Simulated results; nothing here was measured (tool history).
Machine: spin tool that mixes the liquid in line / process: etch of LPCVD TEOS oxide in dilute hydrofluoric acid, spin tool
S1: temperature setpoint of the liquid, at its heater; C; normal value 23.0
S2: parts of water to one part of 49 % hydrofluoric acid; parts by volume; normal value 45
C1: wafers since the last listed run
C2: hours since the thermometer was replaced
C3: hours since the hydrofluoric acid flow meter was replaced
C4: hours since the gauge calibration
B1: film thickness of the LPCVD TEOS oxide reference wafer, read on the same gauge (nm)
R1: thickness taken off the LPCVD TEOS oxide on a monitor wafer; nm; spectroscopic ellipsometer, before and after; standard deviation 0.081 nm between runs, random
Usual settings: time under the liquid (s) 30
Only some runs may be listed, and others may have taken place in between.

{"run": 1, "hour": 0.0, "S1": 23.0, "S2": 45, "time under the liquid (s)": 30, "C1": 0, "C2": 271.2, "C3": 431.4, "C4": 1270.4, "B1": 150.0, "R1": 14.7}
{"hour": 30.0, "done": "gauge calibrated"}
{"run": 2, "hour": 43.8, "S1": 23.0, "S2": 45, "time under the liquid (s)": 30, "C1": 756, "C2": 315.0, "C3": 475.2, "C4": 13.8, "B1": 149.99, "R1": 14.85}
{"run": 3, "hour": 81.1, "S1": 23.0, "S2": 45, "time under the liquid (s)": 30, "C1": 643, "C2": 352.3, "C3": 512.5, "C4": 51.1, "B1": 149.99, "R1": 14.72}
{"run": 4, "hour": 108.3, "S1": 23.0, "S2": 45, "time under the liquid (s)": 30, "C1": 469, "C2": 379.5, "C3": 539.7, "C4": 78.3, "B1": 150.03, "R1": 14.72}
{"run": 5, "hour": 156.5, "S1": 23.0, "S2": 45, "time under the liquid (s)": 30, "C1": 831, "C2": 427.7, "C3": 587.9, "C4": 126.5, "B1": 150.02, "R1": 14.72}
{"hour": 178.2, "done": "hydrofluoric acid flow meter replaced"}
{"run": 6, "hour": 199.8, "S1": 21.5, "S2": 45, "time under the liquid (s)": 20, "C1": 730, "C2": 471.0, "C3": 21.6, "C4": 169.8, "B1": 149.97, "R1": 9.34}
{"run": 7, "hour": 264.9, "S1": 23.0, "S2": 45, "time under the liquid (s)": 25, "C1": 1123, "C2": 536.1, "C3": 86.7, "C4": 234.9, "B1": 149.97, "R1": 12.3}
{"run": 8, "hour": 301.0, "S1": 23.0, "S2": 45, "time under the liquid (s)": 30, "C1": 623, "C2": 572.2, "C3": 122.8, "C4": 271.0, "B1": 150.0, "R1": 14.73}
{"run": 9, "hour": 330.3, "S1": 23.0, "S2": 45, "time under the liquid (s)": 30, "C1": 505, "C2": 601.5, "C3": 152.1, "C4": 300.3, "B1": 150.02, "R1": 14.76}
{"run": 10, "hour": 388.5, "S1": 23.0, "S2": 45, "time under the liquid (s)": 30, "C1": 1004, "C2": 659.7, "C3": 210.3, "C4": 358.5, "B1": 149.96, "R1": 14.73}
{"run": 11, "hour": 424.4, "S1": 26.5, "S2": 50, "time under the liquid (s)": 25, "C1": 619, "C2": 695.6, "C3": 246.2, "C4": 394.4, "B1": 150.05, "R1": 12.58}
{"run": 12, "hour": 462.4, "S1": 21.0, "S2": 45, "time under the liquid (s)": 45, "C1": 655, "C2": 733.6, "C3": 284.2, "C4": 432.4, "B1": 150.03, "R1": 20.38}
{"run": 13, "hour": 504.6, "S1": 23.0, "S2": 45, "time under the liquid (s)": 30, "C1": 728, "C2": 775.8, "C3": 326.4, "C4": 474.6, "B1": 150.01, "R1": 14.73}
{"hour": 536.2, "done": "thermometer replaced"}
{"run": 14, "hour": 538.6, "S1": 23.0, "S2": 45, "time under the liquid (s)": 20, "C1": 569, "C2": 2.4, "C3": 360.4, "C4": 508.6, "B1": 149.98, "R1": 9.85}
{"run": 15, "hour": 596.1, "S1": 24.5, "S2": 45, "time under the liquid (s)": 15, "C1": 992, "C2": 59.9, "C3": 417.9, "C4": 566.1, "B1": 149.99, "R1": 7.91}
{"hour": 653.4, "done": "hydrofluoric acid flow meter replaced"}
{"run": 16, "hour": 665.6, "S1": 23.0, "S2": 65, "time under the liquid (s)": 25, "C1": 1182, "C2": 129.4, "C3": 12.2, "C4": 635.6, "B1": 149.99, "R1": 8.3}
{"run": 17, "hour": 723.3, "S1": 23.0, "S2": 45, "time under the liquid (s)": 30, "C1": 995, "C2": 187.1, "C3": 69.9, "C4": 693.3, "B1": 149.98, "R1": 14.73}
{"run": 18, "hour": 840.3, "S1": 23.0, "S2": 45, "time under the liquid (s)": 30, "C1": 2019, "C2": 304.1, "C3": 186.9, "C4": 810.3, "B1": 150.01, "R1": 14.79}
{"run": 19, "hour": 872.3, "S1": 21.0, "S2": 45, "time under the liquid (s)": 30, "C1": 552, "C2": 336.1, "C3": 218.9, "C4": 842.3, "B1": 150.03, "R1": 13.56}
{"run": 20, "hour": 930.8, "S1": 23.0, "S2": 55, "time under the liquid (s)": 30, "C1": 1009, "C2": 394.6, "C3": 277.4, "C4": 900.8, "B1": 149.98, "R1": 12.01}
{"run": 21, "hour": 969.9, "S1": 21.5, "S2": 45, "time under the liquid (s)": 20, "C1": 674, "C2": 433.7, "C3": 316.5, "C4": 939.9, "B1": 150.0, "R1": 9.23}
{"run": 22, "hour": 1014.7, "S1": 23.0, "S2": 25, "time under the liquid (s)": 30, "C1": 773, "C2": 478.5, "C3": 361.3, "C4": 984.7, "B1": 150.01, "R1": 27.4}
{"run": 23, "hour": 1083.0, "S1": 27.5, "S2": 30, "time under the liquid (s)": 40, "C1": 1178, "C2": 546.8, "C3": 429.6, "C4": 1053.0, "B1": 150.02, "R1": 36.0}
{"hour": 1136.2, "done": "hydrofluoric acid flow meter replaced"}
{"run": 24, "hour": 1138.0, "S1": 23.0, "S2": 45, "time under the liquid (s)": 30, "C1": 932, "C2": 601.8, "C3": 1.8, "C4": 1108.0, "B1": 149.99, "R1": 14.73}
{"hour": 1157.6, "done": "gauge calibrated"}
{"run": 25, "hour": 1178.9, "S1": 19.5, "S2": 45, "time under the liquid (s)": 15, "C1": 705, "C2": 642.7, "C3": 42.7, "C4": 21.3, "B1": 150.01, "R1": 6.35}
{"run": 26, "hour": 1218.7, "S1": 23.0, "S2": 45, "time under the liquid (s)": 30, "C1": 686, "C2": 682.5, "C3": 82.5, "C4": 61.1, "B1": 150.01, "R1": 14.78}
{"run": 27, "hour": 1275.9, "S1": 19.0, "S2": 45, "time under the liquid (s)": 40, "C1": 987, "C2": 739.7, "C3": 139.7, "C4": 118.3, "B1": 149.95, "R1": 16.71}
{"run": 28, "hour": 1306.7, "S1": 23.0, "S2": 35, "time under the liquid (s)": 30, "C1": 531, "C2": 770.5, "C3": 170.5, "C4": 149.1, "B1": 150.0, "R1": 19.03}
{"hour": 1346.9, "done": "thermometer replaced"}
{"run": 29, "hour": 1367.6, "S1": 21.5, "S2": 35, "time under the liquid (s)": 15, "C1": 1033, "C2": 20.7, "C3": 231.4, "C4": 210.0, "B1": 149.98, "R1": 9.1}
{"run": 30, "hour": 1404.3, "S1": 25.5, "S2": 45, "time under the liquid (s)": 40, "C1": 633, "C2": 57.4, "C3": 268.1, "C4": 246.7, "B1": 149.99, "R1": 22.02}
{"run": 31, "hour": 1456.2, "S1": 23.0, "S2": 55, "time under the liquid (s)": 15, "C1": 895, "C2": 109.3, "C3": 320.0, "C4": 298.6, "B1": 149.98, "R1": 5.92}
{"run": 32, "hour": 1505.0, "S1": 18.5, "S2": 45, "time under the liquid (s)": 30, "C1": 842, "C2": 158.1, "C3": 368.8, "C4": 347.4, "B1": 150.02, "R1": 12.21}
{"run": 33, "hour": 1561.5, "S1": 18.5, "S2": 40, "time under the liquid (s)": 30, "C1": 975, "C2": 214.6, "C3": 425.3, "C4": 403.9, "B1": 149.99, "R1": 13.86}
{"run": 34, "hour": 1627.3, "S1": 23.0, "S2": 40, "time under the liquid (s)": 35, "C1": 1135, "C2": 280.4, "C3": 491.1, "C4": 469.7, "B1": 150.0, "R1": 19.46}

How the hidden state differs across the entries between the runs, from the last listed run before each to the first after it:
Runs 1 to 2: gauge calibrated (hour 30.0)
  both runs share identical hidden conditions
Runs 5 to 6: hydrofluoric acid flow meter replaced (hour 178.2)
  both runs share identical hidden conditions
Runs 13 to 14: thermometer replaced (hour 536.2)
  both runs share identical hidden conditions
Runs 15 to 16: hydrofluoric acid flow meter replaced (hour 653.4)
  both runs share identical hidden conditions
Runs 23 to 24: hydrofluoric acid flow meter replaced (hour 1136.2)
  both runs share identical hidden conditions
Runs 24 to 25: gauge calibrated (hour 1157.6)
  both runs share identical hidden conditions
Runs 28 to 29: thermometer replaced (hour 1346.9)
  both runs share identical hidden conditions

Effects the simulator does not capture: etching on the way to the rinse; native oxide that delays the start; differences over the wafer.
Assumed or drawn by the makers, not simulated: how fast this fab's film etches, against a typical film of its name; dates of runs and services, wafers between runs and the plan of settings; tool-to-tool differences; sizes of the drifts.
